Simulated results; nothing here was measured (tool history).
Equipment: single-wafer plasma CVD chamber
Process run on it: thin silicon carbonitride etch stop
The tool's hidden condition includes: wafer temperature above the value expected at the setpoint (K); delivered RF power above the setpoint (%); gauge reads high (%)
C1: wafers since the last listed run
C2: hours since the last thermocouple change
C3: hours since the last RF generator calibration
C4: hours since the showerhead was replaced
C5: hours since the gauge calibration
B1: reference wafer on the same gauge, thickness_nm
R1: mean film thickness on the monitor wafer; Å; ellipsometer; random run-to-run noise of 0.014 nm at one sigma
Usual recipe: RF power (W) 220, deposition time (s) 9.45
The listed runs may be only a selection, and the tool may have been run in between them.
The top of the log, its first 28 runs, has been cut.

Run 29, hour 716.9: usual settings but RF power (W) 210, deposition time (s) 11.15; C1 426; C2 369.1; C3 106.4; C4 211.1; C5 232.6; B1 6.499. Result: R1 63.6 Å.
Run 30, hour 731.1: usual settings but deposition time (s) 8.95; C1 332; C2 383.3; C3 120.6; C4 225.3; C5 246.8; B1 6.497. Result: R1 51.91 Å.
Run 31, hour 759.5: usual settings; C1 665; C2 411.7; C3 149; C4 253.7; C5 275.2; B1 6.508. Result: R1 54.76 Å.
Run 32, hour 782: usual settings; C1 527; C2 434.2; C3 171.5; C4 276.2; C5 297.7; B1 6.504. Result: R1 54.6 Å.
Run 33, hour 809.3: usual settings but RF power (W) 235, deposition time (s) 8.07; C1 639; C2 461.5; C3 198.8; C4 303.5; C5 325; B1 6.501. Result: R1 47.92 Å.
Run 34, hour 832.1: usual settings but RF power (W) 180, deposition time (s) 10.35; C1 534; C2 484.3; C3 221.6; C4 326.3; C5 347.8; B1 6.495. Result: R1 55.56 Å.
Run 35, hour 850.6: usual settings but RF power (W) 195, deposition time (s) 10.19; C1 433; C2 502.8; C3 240.1; C4 344.8; C5 366.3; B1 6.501. Result: R1 56.39 Å.
Run 36, hour 875.7: usual settings but deposition time (s) 7.79; C1 588; C2 527.9; C3 265.2; C4 369.9; C5 391.4; B1 6.492. Result: R1 45.09 Å.
Run 37, hour 924.2: usual settings but RF power (W) 250, deposition time (s) 7.57; C1 1136; C2 576.4; C3 313.7; C4 418.4; C5 439.9; B1 6.497. Result: R1 45.96 Å.

Forecast each of these 3 alternatives for the next run:
Run A, hour 924.6: usual settings; C1 9; C2 576.8; C3 314.1; C4 418.8; C5 440.3; B1 ?. Result: R1 ?.
Run B, hour 924.6: usual settings but RF power (W) 240, deposition time (s) 10.91; C1 9; C2 576.8; C3 314.1; C4 418.8; C5 440.3; B1 ?. Result: R1 ?.
Run C, hour 924.6: usual settings but deposition time (s) 10.59; C1 9; C2 576.8; C3 314.1; C4 418.8; C5 440.3; B1 ?. Result: R1 ?.

run   B1     R1
  A  6.5  54.61
  B  6.5  65.07
  C  6.5  61.19
Had the tool no hidden state, the same runs would have come out as:
run     R1
  A  54.74
  B  65.23
  C  61.35

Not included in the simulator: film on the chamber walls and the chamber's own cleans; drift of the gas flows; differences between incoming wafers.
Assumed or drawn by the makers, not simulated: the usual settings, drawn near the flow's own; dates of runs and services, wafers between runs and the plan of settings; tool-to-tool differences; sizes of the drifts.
